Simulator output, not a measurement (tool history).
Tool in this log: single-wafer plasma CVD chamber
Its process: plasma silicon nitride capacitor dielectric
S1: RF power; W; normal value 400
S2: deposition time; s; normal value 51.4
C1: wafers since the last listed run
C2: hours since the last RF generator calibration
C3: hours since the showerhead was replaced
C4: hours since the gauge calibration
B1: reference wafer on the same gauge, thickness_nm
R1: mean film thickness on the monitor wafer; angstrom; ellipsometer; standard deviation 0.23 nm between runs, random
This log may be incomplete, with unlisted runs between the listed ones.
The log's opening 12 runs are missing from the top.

Run 13, day 46.375: usual settings but S1 450 W, S2 47.7 s; C1 2157; C2 857.5; C3 4468.6; C4 1623.8; B1 62.585. Result: R1 636.71 angstrom.
Run 14, day 48.917: usual settings but S1 450 W, S2 47.7 s; C1 1462; C2 918.5; C3 4529.6; C4 1684.8; B1 62.544. Result: R1 638.65 angstrom.
Run 15, day 50.438: usual settings but S1 450 W, S2 47.7 s; C1 875; C2 955.0; C3 4566.1; C4 1721.3; B1 62.551. Result: R1 638.35 angstrom.
Run 16, day 52.217: usual settings; C1 1023; C2 997.7; C3 4608.8; C4 1764.0; B1 62.582. Result: R1 667.86 angstrom.
Run 17, day 54.558: usual settings; C1 1347; C2 1053.9; C3 4665.0; C4 1820.2; B1 62.561. Result: R1 665.87 angstrom.
Run 18, day 56.242: usual settings; C1 968; C2 1094.3; C3 4705.4; C4 1860.6; B1 62.551. Result: R1 660.28 angstrom.
Run 19, day 57.829: usual settings; C1 913; C2 1132.4; C3 4743.5; C4 1898.7; B1 62.454. Result: R1 662.58 angstrom.
Run 20, day 60.012: usual settings; C1 1256; C2 1184.8; C3 4795.9; C4 1951.1; B1 62.450. Result: R1 667.32 angstrom.
Run 21, day 62.862: usual settings; C1 1639; C2 1253.2; C3 4864.3; C4 2019.5; B1 62.365. Result: R1 665.90 angstrom.
Run 22, day 67.329: usual settings; C1 2570; C2 1360.4; C3 4971.5; C4 2126.7; B1 62.392. Result: R1 665.97 angstrom.
Run 23, day 68.908: usual settings but S1 465 W, S2 58.7 s; C1 908; C2 1398.3; C3 5009.4; C4 2164.6; B1 62.386. Result: R1 783.85 angstrom.
Run 24, day 72.012: usual settings but S1 320 W, S2 45.6 s; C1 1786; C2 1472.8; C3 5083.9; C4 2239.1; B1 62.316. Result: R1 560.72 angstrom.

Forecast run 25:
Run 25, day 74.250: usual settings but S1 380 W, S2 58.0 s; C1 1287; C2 1526.5; C3 5137.6; C4 2292.8; B1 ?. Result: R1 ?.

{"run 25": {"B1": 62.335, "R1": 740.71}}
Had the tool carried no hidden state, the very same run would have given R1 754.47 angstrom.
